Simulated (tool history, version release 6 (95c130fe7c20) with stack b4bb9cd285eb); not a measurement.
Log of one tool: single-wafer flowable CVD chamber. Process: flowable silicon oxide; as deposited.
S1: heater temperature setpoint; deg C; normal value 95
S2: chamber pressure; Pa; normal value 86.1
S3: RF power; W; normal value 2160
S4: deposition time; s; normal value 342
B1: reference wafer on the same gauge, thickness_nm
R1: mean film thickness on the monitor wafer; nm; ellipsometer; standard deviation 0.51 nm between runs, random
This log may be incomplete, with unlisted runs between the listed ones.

run   hour   S1     S2    S3   S4       B1       R1
  1    0.0   95   86.1  2160  342  216.053  193.514
  2    8.4  104   86.1  2160  342  216.033  148.583
  3   23.6   95   86.1  2160  342  216.146  194.543
  4   35.8   95   86.1  2160  342  216.137  194.165
  5   51.3   95   86.1  2160  342  215.990  193.970
  6   60.7   95   86.1  2160  342  216.019  192.583
  7   69.4   99   86.1  2160  342  216.137  172.760
  8   80.4   99   86.1  2160  342  216.056  174.037
  9   93.6   95   86.1  2160  342  216.002  194.244
     109.7  -- capacitance manometer re-zeroed and calibrated
 10  110.2   95   86.1  2160  342  215.951  181.070
 11  115.1   95   86.1  2160  342  215.897  181.446
     129.1  -- thermocouple changed; heater temperature recalibrated
 12  130.9   95   86.1  1860  342  215.980  179.100
     152.3  -- RF generator calibrated
 13  152.8   95   86.1  1860  342  216.087  179.108
 14  190.3   95   86.1  2160  342  215.915  183.041
 15  202.2   95   86.1  2160  342  215.926  183.188
     214.6  -- showerhead replaced
 16  215.1   80  103.2  2400  291  215.989  285.938
     228.7  -- gauge calibrated
 17  229.9  107   86.1  2390  388  216.103  147.701
 18  247.6   95   77.9  2490  279  215.995  137.171
 19  257.0   88   86.1  1790  342  215.953  222.497
 20  275.0   95   86.1  2160  342  215.964  185.440
 21  291.5   95   86.1  2160  342  215.991  184.914
 22  303.6   88   74.1  2295  314  215.910  180.979
 23  318.1   95   86.1  2160  342  216.029  185.297
 24  331.0   95   86.1  2160  371  215.954  200.979
 25  343.2   95   86.1  2160  363  216.111  196.135
 26  353.1  101   86.1  2525  394  216.078  182.963
 27  369.7   95   97.9  2405  375  216.021  233.884
 28  384.5   95   73.3  2160  342  216.037  159.388
 29  393.6   95   86.1  2360  342  215.939  188.166

Predict each of these 3 candidate next runs independently; none follows another, all start after run 29:
  A  394.1  95  86.1  1980  342   ?   ?
  B  394.1  95  86.1  2160  366   ?   ?
  C  394.1  82  86.1  1785  373   ?   ?

run       B1       R1
  A  216.055  185.309
  B  216.055  199.912
  C  216.055  286.595
Without the tool's unlogged condition, the same runs would have read:
run       R1
  A  178.808
  B  192.898
  C  276.540

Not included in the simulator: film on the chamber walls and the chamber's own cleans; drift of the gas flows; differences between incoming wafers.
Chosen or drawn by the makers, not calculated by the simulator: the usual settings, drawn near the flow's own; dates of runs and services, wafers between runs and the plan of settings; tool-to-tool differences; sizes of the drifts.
